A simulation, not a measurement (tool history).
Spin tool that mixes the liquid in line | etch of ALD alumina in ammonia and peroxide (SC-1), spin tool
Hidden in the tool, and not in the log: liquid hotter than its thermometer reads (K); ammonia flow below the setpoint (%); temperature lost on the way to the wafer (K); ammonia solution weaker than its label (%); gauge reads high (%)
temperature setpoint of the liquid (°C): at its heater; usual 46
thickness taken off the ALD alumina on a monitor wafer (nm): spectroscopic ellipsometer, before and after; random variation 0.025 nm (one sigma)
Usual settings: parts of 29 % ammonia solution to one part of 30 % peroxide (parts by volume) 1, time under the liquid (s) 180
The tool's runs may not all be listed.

run,day,temperature setpoint of the liquid (°C),parts of 29 % ammonia solution to one part of 30 % peroxide (parts by volume),time under the liquid (s),wafers since the last listed run,hours since the thermometer was replaced,hours since the ammonia flow meter was replaced,hours since the heated supply line was repaired,hours since the drum of ammonia solution was connected,hours since the gauge calibration,"read-back film thickness of the ALD alumina reference wafer, read on the same gauge (nm)",thickness taken off the ALD alumina on a monitor wafer (nm)
1,0,46,1.2,180,0,1003.7,1849.2,1243.8,699.1,108.6,49.998,4.459
2,0.446,46,1,180,44,1014.4,1859.9,1254.5,709.8,119.3,50.026,4.413
3,0.95,46,1,180,50,1026.5,1872,1266.6,721.9,131.4,49.985,4.376
4,1.338,46,1,180,38,1035.8,1881.3,1275.9,731.2,140.7,50.019,4.35
5,2.033,46,1,180,69,1052.5,1898,1292.6,747.9,157.4,50.022,4.367
6,2.321,46,1,180,28,1059.4,1904.9,1299.5,754.8,164.3,50,4.421
# day 2.638: thermometer replaced
7,2.804,46,1,180,44,4,1916.5,1311.1,766.4,175.9,49.98,3.901
8,3.212,48,1,180,40,13.8,1926.3,1320.9,776.2,185.7,49.992,4.348
9,3.679,48,1,180,46,25,1937.5,1332.1,787.4,196.9,49.985,4.366
# day 4.508: ammonia flow meter replaced
10,4.917,48,1,180,119,54.7,9.8,1361.8,817.1,226.6,50.01,4.341
11,5.3,46,1.2,220,38,63.9,19,1371,826.3,235.8,49.962,4.896
# day 5.562: new drum of ammonia solution connected
12,5.912,46,1.2,90,56,78.6,33.7,1385.7,8.4,250.5,50.018,1.959
13,6.612,50.5,1.15,180,69,95.4,50.5,1402.5,25.2,267.3,49.989,5.077
14,7.117,38.5,1.2,70,50,107.5,62.6,1414.6,37.3,279.4,49.998,1.001
# day 7.442: heated supply line repaired
15,7.854,43,0.55,250,69,125.2,80.3,9.9,55,297.1,50.011,5
# day 8.208: gauge calibrated
16,8.275,46,1,180,41,135.3,90.4,20,65.1,1.6,50.014,4.531

Run 17 comes next. What will it give?
17,8.562,46,1,250,28,142.2,97.3,26.9,72,8.5,?,?

Run 17 gave read-back film thickness of the ALD alumina reference wafer, read on the same gauge (nm) 50.027, thickness taken off the ALD alumina on a monitor wafer (nm) 6.264.
Without the tool's hidden state the same run would have given thickness taken off the ALD alumina on a monitor wafer (nm) 6.069.
